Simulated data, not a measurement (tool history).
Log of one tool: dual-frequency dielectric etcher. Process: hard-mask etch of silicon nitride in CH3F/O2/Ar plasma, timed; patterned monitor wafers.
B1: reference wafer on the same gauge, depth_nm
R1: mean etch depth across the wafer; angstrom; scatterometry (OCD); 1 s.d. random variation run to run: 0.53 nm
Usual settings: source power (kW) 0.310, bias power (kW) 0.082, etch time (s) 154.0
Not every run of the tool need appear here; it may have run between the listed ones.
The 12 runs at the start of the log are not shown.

{"run": 13, "hour": 171.4, "source power (kW)": 0.25, "bias power (kW)": 0.082, "etch time (s)": 134.5, "B1": 92.9, "R1": 759}
{"run": 14, "hour": 184.0, "source power (kW)": 0.31, "bias power (kW)": 0.098, "etch time (s)": 141.5, "B1": 92.8, "R1": 928}
{"hour": 187.7, "done": "gauge calibrated"}
{"run": 15, "hour": 191.9, "source power (kW)": 0.31, "bias power (kW)": 0.082, "etch time (s)": 154.0, "B1": 92.8, "R1": 943}
{"run": 16, "hour": 206.0, "source power (kW)": 0.26, "bias power (kW)": 0.073, "etch time (s)": 182.0, "B1": 92.7, "R1": 985}
{"run": 17, "hour": 221.1, "source power (kW)": 0.31, "bias power (kW)": 0.082, "etch time (s)": 154.0, "B1": 92.6, "R1": 955}
{"hour": 229.0, "done": "source power generator calibrated"}
{"run": 18, "hour": 233.1, "source power (kW)": 0.31, "bias power (kW)": 0.082, "etch time (s)": 154.0, "B1": 92.8, "R1": 936}
{"run": 19, "hour": 243.9, "source power (kW)": 0.33, "bias power (kW)": 0.088, "etch time (s)": 119.5, "B1": 92.7, "R1": 776}
{"hour": 259.6, "done": "bias power generator calibrated"}
{"hour": 272.3, "done": "wet clean of the chamber"}
{"run": 20, "hour": 272.8, "source power (kW)": 0.35, "bias power (kW)": 0.082, "etch time (s)": 154.0, "B1": 92.8, "R1": 1004}
{"run": 21, "hour": 273.2, "source power (kW)": 0.23, "bias power (kW)": 0.082, "etch time (s)": 124.0, "B1": 92.7, "R1": 671}
{"run": 22, "hour": 282.6, "source power (kW)": 0.38, "bias power (kW)": 0.082, "etch time (s)": 154.0, "B1": 92.6, "R1": 1025}
{"hour": 312.5, "done": "upper electrode replaced"}
{"run": 23, "hour": 313.0, "source power (kW)": 0.31, "bias power (kW)": 0.072, "etch time (s)": 154.0, "B1": 92.5, "R1": 894}
{"run": 24, "hour": 313.4, "source power (kW)": 0.31, "bias power (kW)": 0.1, "etch time (s)": 154.0, "B1": 92.8, "R1": 1021}
{"run": 25, "hour": 320.3, "source power (kW)": 0.31, "bias power (kW)": 0.082, "etch time (s)": 154.0, "B1": 92.9, "R1": 938}
{"run": 26, "hour": 327.2, "source power (kW)": 0.31, "bias power (kW)": 0.088, "etch time (s)": 138.5, "B1": 92.8, "R1": 874}
{"run": 27, "hour": 337.0, "source power (kW)": 0.31, "bias power (kW)": 0.082, "etch time (s)": 135.0, "B1": 92.6, "R1": 822}
{"run": 28, "hour": 344.6, "source power (kW)": 0.31, "bias power (kW)": 0.09, "etch time (s)": 110.0, "B1": 92.7, "R1": 707}
{"run": 29, "hour": 360.1, "source power (kW)": 0.38, "bias power (kW)": 0.082, "etch time (s)": 128.5, "B1": 92.8, "R1": 853}

Estimate the outcome of run 30 from the log above:
{"run": 30, "hour": 406.0, "source power (kW)": 0.24, "bias power (kW)": 0.068, "etch time (s)": 119.5, "B1": "?", "R1": "?"}

B1: 92.7
R1: 607 angstrom
With no hidden state in the tool, this same run would have given R1 607 angstrom.
